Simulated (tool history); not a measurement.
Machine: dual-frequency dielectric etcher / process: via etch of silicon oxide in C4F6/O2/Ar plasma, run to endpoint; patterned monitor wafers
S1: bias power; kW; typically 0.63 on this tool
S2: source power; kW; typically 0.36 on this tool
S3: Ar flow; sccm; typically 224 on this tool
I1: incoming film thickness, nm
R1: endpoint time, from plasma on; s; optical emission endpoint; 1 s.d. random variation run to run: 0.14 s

run,hour,S1,S2,S3,I1,R1
1,0,0.63,0.36,224,110.9,23.5
2,66.7,0.63,0.36,224,112.1,23.6
3,99.3,0.63,0.36,224,110.7,23.6
4,158.8,0.63,0.36,224,110.6,23.4
5,204.8,0.63,0.36,224,110.8,23.2
6,257.6,0.63,0.36,224,111.1,23.6
# hour 297.5: Ar flow controller replaced
7,317.6,0.63,0.36,224,111.8,23.9
# hour 342.2: source power generator calibrated
8,342.7,0.63,0.36,224,111.4,23.6
9,373.1,0.63,0.36,224,110.8,23.2
10,422.6,0.63,0.36,224,111.2,23.7
# hour 483.5: wet clean of the chamber
11,484.5,0.63,0.36,224,110.8,23.5
12,525.6,0.63,0.36,224,111.3,23.7
13,583.6,0.63,0.36,224,110.8,23.6
# hour 631.6: upper electrode replaced
14,633.2,0.488,0.29,194,112,28.2
15,670,0.63,0.36,180,111.7,23.4
# hour 674.2: bias power generator calibrated
16,711.8,0.63,0.36,224,112.6,24
17,765.6,0.63,0.36,224,110.5,23.5
18,793.3,0.485,0.36,268,112.7,27.4
19,845.3,0.478,0.3,193,110.3,27.4
20,871.1,0.755,0.36,192,111.3,21.3
21,899.2,0.63,0.42,251,112.5,23
22,958.6,0.588,0.29,224,112.6,26

Below are 4 alternative next runs, each starting from the tool's condition after run 22. Predict each:
A,959,0.63,0.36,203,112.3,?
B,959,0.771,0.36,224,112.3,?
C,959,0.488,0.36,224,112.3,?
D,959,0.509,0.41,278,112.3,?

run,R1
A,23.6
B,21.8
C,26.5
D,25.6
What these runs would have given with no unlogged condition in the tool:
run,R1
A,23.6
B,21.8
C,26.5
D,25.6
